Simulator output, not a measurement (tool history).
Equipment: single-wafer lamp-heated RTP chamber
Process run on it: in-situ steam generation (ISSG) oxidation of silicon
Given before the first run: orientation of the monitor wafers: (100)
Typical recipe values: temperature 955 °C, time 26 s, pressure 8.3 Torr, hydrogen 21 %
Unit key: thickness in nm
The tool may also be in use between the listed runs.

run	hour	temperature	time	pressure	hydrogen	wafers since the last listed run	wafers since the last pyrometer calibration	hours since the pressure gauge was zeroed	hours since the hydrogen flow controller was replaced	hours since the gauge calibration	read-back reference wafer on the same gauge, thickness	thickness
1	0	955	26	8.3	21	0	2951	4267	5239.2	847.9	4.616	5.359
2	67.2	955	26	8.3	21	824	3776	4334.2	5306.4	915.1	4.625	5.343
3	97.5	955	26	7.8	13	371	4147	4364.5	5336.7	945.4	4.626	4.884
# hour 148.9: pyrometer window cleaned and pyrometer calibrated
4	149.4	955	26	8.3	21	538	6	4416.4	5388.6	997.3	4.626	5.304
5	189.9	955	26	8.3	21	496	502	4456.9	5429.1	1037.8	4.612	5.256
# hour 233.7: gauge calibrated
6	242.1	955	26	8.3	21	640	1143	4509.1	5481.3	8.4	4.621	5.325
7	275.9	955	26	7.5	21	414	1557	4542.9	5515.1	42.2	4.615	5.288
8	347.5	955	26	8.3	21	878	2435	4614.5	5586.7	113.8	4.619	5.297
9	402.7	955	26	8.3	21	677	3112	4669.7	5641.9	169	4.618	5.284
10	463.7	955	26	8.3	21	748	3861	4730.7	5702.9	230	4.618	5.358
# hour 514.5: pressure gauge zeroed
# hour 525.2: pyrometer window cleaned and pyrometer calibrated
11	525.7	955	26	8.3	21	564	5	11.2	5764.9	292	4.625	5.269
# hour 547: hydrogen flow controller replaced
12	550.3	960	22	8.3	21	203	209	35.8	3.3	316.6	4.613	4.993
13	579.8	972	26	9.6	25	361	571	65.3	32.8	346.1	4.62	5.731
14	614.1	955	26	8.3	21	420	991	99.6	67.1	380.4	4.619	5.332
15	640.7	955	16	8.3	25	326	1318	126.2	93.7	407	4.625	4.526
16	686.6	955	22	8.3	30	562	1881	172.1	139.6	452.9	4.625	5.382
17	756.3	955	35	8.3	29	854	2736	241.8	209.3	522.6	4.617	6.606
18	814.1	955	26	8.3	21	708	3445	299.6	267.1	580.4	4.624	5.347
19	850	955	26	7	21	440	3885	335.5	303	616.3	4.621	5.355
# hour 891.7: pyrometer window cleaned and pyrometer calibrated
20	892.9	955	26	8.3	21	428	14	378.4	345.9	659.2	4.617	5.279
21	938.9	946	34	8.3	21	564	578	424.4	391.9	705.2	4.618	5.767

Expected results for the next run?
22	968.3	955	26	7.4	21	360	939	453.8	421.3	734.6	?	?

For run 22 the tool returned read-back reference wafer on the same gauge, thickness 4.625, thickness 5.284 nm.
With no hidden state in the tool, this same run would have given thickness 5.269 nm.

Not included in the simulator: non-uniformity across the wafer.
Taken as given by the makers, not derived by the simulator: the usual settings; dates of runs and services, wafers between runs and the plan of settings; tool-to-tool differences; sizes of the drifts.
